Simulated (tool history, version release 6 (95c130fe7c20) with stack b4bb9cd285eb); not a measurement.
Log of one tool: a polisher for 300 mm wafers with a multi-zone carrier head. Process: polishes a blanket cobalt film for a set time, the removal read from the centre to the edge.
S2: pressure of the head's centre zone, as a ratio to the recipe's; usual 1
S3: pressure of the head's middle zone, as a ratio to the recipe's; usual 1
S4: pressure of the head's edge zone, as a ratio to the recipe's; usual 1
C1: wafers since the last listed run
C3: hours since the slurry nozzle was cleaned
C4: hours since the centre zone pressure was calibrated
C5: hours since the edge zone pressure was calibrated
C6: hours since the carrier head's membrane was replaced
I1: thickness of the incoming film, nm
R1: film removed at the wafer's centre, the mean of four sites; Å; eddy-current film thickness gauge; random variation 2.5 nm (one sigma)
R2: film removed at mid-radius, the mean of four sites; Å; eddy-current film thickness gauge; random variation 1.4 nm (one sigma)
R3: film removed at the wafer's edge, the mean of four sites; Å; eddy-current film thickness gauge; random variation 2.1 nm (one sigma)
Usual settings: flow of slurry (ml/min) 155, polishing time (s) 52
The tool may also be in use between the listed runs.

{"run": 1, "day": 0.0, "flow of slurry (ml/min)": 155, "S2": 1, "S3": 1.07, "S4": 0.93, "polishing time (s)": 52, "C1": 0, "wafers polished on this pad": 191, "C3": 132.1, "C4": 644.6, "C5": 191, "C6": 1376.1, "I1": 818.2, "R1": 1724, "R2": 1842, "R3": 1735}
{"run": 2, "day": 1.4, "flow of slurry (ml/min)": 195, "S2": 1, "S3": 0.97, "S4": 1, "polishing time (s)": 52, "C1": 321, "wafers polished on this pad": 512, "C3": 165.7, "C4": 678.2, "C5": 224.6, "C6": 1409.7, "I1": 822.3, "R1": 1851, "R2": 1790, "R3": 1803}
{"run": 3, "day": 3.471, "flow of slurry (ml/min)": 195, "S2": 1, "S3": 0.97, "S4": 1, "polishing time (s)": 52, "C1": 475, "wafers polished on this pad": 988, "C3": 215.4, "C4": 727.9, "C5": 274.3, "C6": 1459.4, "I1": 815.4, "R1": 1814, "R2": 1770, "R3": 1847}
{"run": 4, "day": 5.271, "flow of slurry (ml/min)": 155, "S2": 1, "S3": 1, "S4": 1, "polishing time (s)": 52, "C1": 413, "wafers polished on this pad": 1401, "C3": 258.6, "C4": 771.1, "C5": 317.5, "C6": 1502.6, "I1": 829.1, "R1": 1680, "R2": 1656, "R3": 1737}
{"day": 5.717, "done": "worn pad replaced by a new one"}
{"run": 5, "day": 6.846, "flow of slurry (ml/min)": 155, "S2": 1, "S3": 1, "S4": 1, "polishing time (s)": 52, "C1": 323, "wafers polished on this pad": 258, "C3": 296.4, "C4": 808.9, "C5": 355.3, "C6": 1540.4, "I1": 818.8, "R1": 1654, "R2": 1663, "R3": 1698}
{"day": 7.633, "done": "edge zone pressure recalibrated"}
{"run": 6, "day": 9.017, "flow of slurry (ml/min)": 155, "S2": 0.95, "S3": 1, "S4": 1, "polishing time (s)": 52, "C1": 479, "wafers polished on this pad": 738, "C3": 348.5, "C4": 861, "C5": 33.2, "C6": 1592.5, "I1": 832.6, "R1": 1584, "R2": 1650, "R3": 1695}
{"run": 7, "day": 10.575, "flow of slurry (ml/min)": 155, "S2": 0.95, "S3": 1, "S4": 1, "polishing time (s)": 52, "C1": 357, "wafers polished on this pad": 1095, "C3": 385.9, "C4": 898.4, "C5": 70.6, "C6": 1629.9, "I1": 833.4, "R1": 1533, "R2": 1636, "R3": 1717}
{"day": 13.242, "done": "worn pad replaced by a new one"}
{"run": 8, "day": 13.262, "flow of slurry (ml/min)": 155, "S2": 1, "S3": 1, "S4": 1, "polishing time (s)": 52, "C1": 578, "wafers polished on this pad": 4, "C3": 450.4, "C4": 962.9, "C5": 135.1, "C6": 1694.4, "I1": 830.1, "R1": 1604, "R2": 1629, "R3": 1711}
{"day": 15.558, "done": "carrier head's membrane replaced by a new one"}
{"run": 9, "day": 15.712, "flow of slurry (ml/min)": 155, "S2": 1, "S3": 1, "S4": 1, "polishing time (s)": 52, "C1": 514, "wafers polished on this pad": 518, "C3": 509.2, "C4": 1021.7, "C5": 193.9, "C6": 3.7, "I1": 836.5, "R1": 1583, "R2": 1616, "R3": 1712}
{"run": 10, "day": 18.367, "flow of slurry (ml/min)": 155, "S2": 1, "S3": 1.05, "S4": 1, "polishing time (s)": 52, "C1": 609, "wafers polished on this pad": 1128, "C3": 572.9, "C4": 1085.4, "C5": 257.6, "C6": 67.4, "I1": 828.6, "R1": 1587, "R2": 1641, "R3": 1712}
{"day": 18.479, "done": "slurry nozzle cleaned"}
{"run": 11, "day": 20.967, "flow of slurry (ml/min)": 155, "S2": 1, "S3": 1, "S4": 1, "polishing time (s)": 52, "C1": 587, "wafers polished on this pad": 1715, "C3": 59.7, "C4": 1147.8, "C5": 320, "C6": 129.8, "I1": 828.4, "R1": 1759, "R2": 1780, "R3": 1813}
{"day": 21.296, "done": "worn pad replaced by a new one"}
{"day": 21.867, "done": "centre zone pressure recalibrated"}
{"run": 12, "day": 22.2, "flow of slurry (ml/min)": 155, "S2": 1.12, "S3": 0.93, "S4": 1.11, "polishing time (s)": 37, "C1": 225, "wafers polished on this pad": 188, "C3": 89.3, "C4": 8, "C5": 349.6, "C6": 159.4, "I1": 818.4, "R1": 1389, "R2": 1197, "R3": 1334}
{"run": 13, "day": 24.846, "flow of slurry (ml/min)": 155, "S2": 1.1, "S3": 0.94, "S4": 1, "polishing time (s)": 52, "C1": 607, "wafers polished on this pad": 795, "C3": 152.8, "C4": 71.5, "C5": 413.1, "C6": 222.9, "I1": 829.9, "R1": 1865, "R2": 1658, "R3": 1783}
{"day": 25.317, "done": "edge zone pressure recalibrated"}
{"run": 14, "day": 27.196, "flow of slurry (ml/min)": 155, "S2": 1, "S3": 1, "S4": 1, "polishing time (s)": 52, "C1": 520, "wafers polished on this pad": 1316, "C3": 209.2, "C4": 127.9, "C5": 45.1, "C6": 279.3, "I1": 830.2, "R1": 1714, "R2": 1684, "R3": 1717}
{"day": 28.017, "done": "worn pad replaced by a new one"}
{"run": 15, "day": 28.196, "flow of slurry (ml/min)": 155, "S2": 0.96, "S3": 1, "S4": 1, "polishing time (s)": 52, "C1": 191, "wafers polished on this pad": 41, "C3": 233.2, "C4": 151.9, "C5": 69.1, "C6": 303.3, "I1": 818, "R1": 1589, "R2": 1683, "R3": 1709}
{"run": 16, "day": 29.2, "flow of slurry (ml/min)": 155, "S2": 0.93, "S3": 1, "S4": 1.12, "polishing time (s)": 52, "C1": 230, "wafers polished on this pad": 272, "C3": 257.3, "C4": 176, "C5": 93.2, "C6": 327.4, "I1": 834.9, "R1": 1523, "R2": 1689, "R3": 1871}
{"run": 17, "day": 30.95, "flow of slurry (ml/min)": 155, "S2": 1.11, "S3": 1, "S4": 1, "polishing time (s)": 44, "C1": 401, "wafers polished on this pad": 673, "C3": 299.3, "C4": 218, "C5": 135.2, "C6": 369.4, "I1": 826.1, "R1": 1580, "R2": 1402, "R3": 1444}
{"run": 18, "day": 32.888, "flow of slurry (ml/min)": 155, "S2": 1.06, "S3": 1.07, "S4": 1, "polishing time (s)": 52, "C1": 444, "wafers polished on this pad": 1118, "C3": 345.8, "C4": 264.5, "C5": 181.7, "C6": 415.9, "I1": 834.1, "R1": 1753, "R2": 1716, "R3": 1707}
{"day": 35.0, "done": "worn pad replaced by a new one"}
{"run": 19, "day": 35.217, "flow of slurry (ml/min)": 155, "S2": 1, "S3": 1, "S4": 1, "polishing time (s)": 52, "C1": 496, "wafers polished on this pad": 49, "C3": 401.7, "C4": 320.4, "C5": 237.6, "C6": 471.8, "I1": 835.4, "R1": 1653, "R2": 1642, "R3": 1716}

Forecast each of these 4 alternatives for the next run:
{"run": "A", "day": 35.233, "flow of slurry (ml/min)": 155, "S2": 1, "S3": 1, "S4": 1, "polishing time (s)": 52, "C1": 3, "wafers polished on this pad": 53, "C3": 402.1, "C4": 320.8, "C5": 238, "C6": 472.2, "I1": 826.1, "R1": "?", "R2": "?", "R3": "?"}
{"run": "B", "day": 35.233, "flow of slurry (ml/min)": 175, "S2": 1.1, "S3": 1.07, "S4": 1, "polishing time (s)": 46, "C1": 3, "wafers polished on this pad": 53, "C3": 402.1, "C4": 320.8, "C5": 238, "C6": 472.2, "I1": 826.1, "R1": "?", "R2": "?", "R3": "?"}
{"run": "C", "day": 35.233, "flow of slurry (ml/min)": 115, "S2": 1.1, "S3": 0.94, "S4": 1, "polishing time (s)": 70, "C1": 3, "wafers polished on this pad": 53, "C3": 402.1, "C4": 320.8, "C5": 238, "C6": 472.2, "I1": 826.1, "R1": "?", "R2": "?", "R3": "?"}
{"run": "D", "day": 35.233, "flow of slurry (ml/min)": 125, "S2": 1.09, "S3": 0.96, "S4": 1, "polishing time (s)": 52, "C1": 3, "wafers polished on this pad": 53, "C3": 402.1, "C4": 320.8, "C5": 238, "C6": 472.2, "I1": 826.1, "R1": "?", "R2": "?", "R3": "?"}

run=A R1=1634 R2=1647 R3=1693
run=B R1=1661 R2=1582 R3=1534
run=C R1=2116 R2=1896 R3=2118
run=D R1=1625 R2=1481 R3=1609
Without the tool's hidden state the same runs would have given:
run=A R1=1866 R2=1849 R3=1834
run=B R1=1865 R2=1752 R3=1649
run=C R1=2546 R2=2221 R3=2348
run=D R1=1924 R2=1712 R3=1772

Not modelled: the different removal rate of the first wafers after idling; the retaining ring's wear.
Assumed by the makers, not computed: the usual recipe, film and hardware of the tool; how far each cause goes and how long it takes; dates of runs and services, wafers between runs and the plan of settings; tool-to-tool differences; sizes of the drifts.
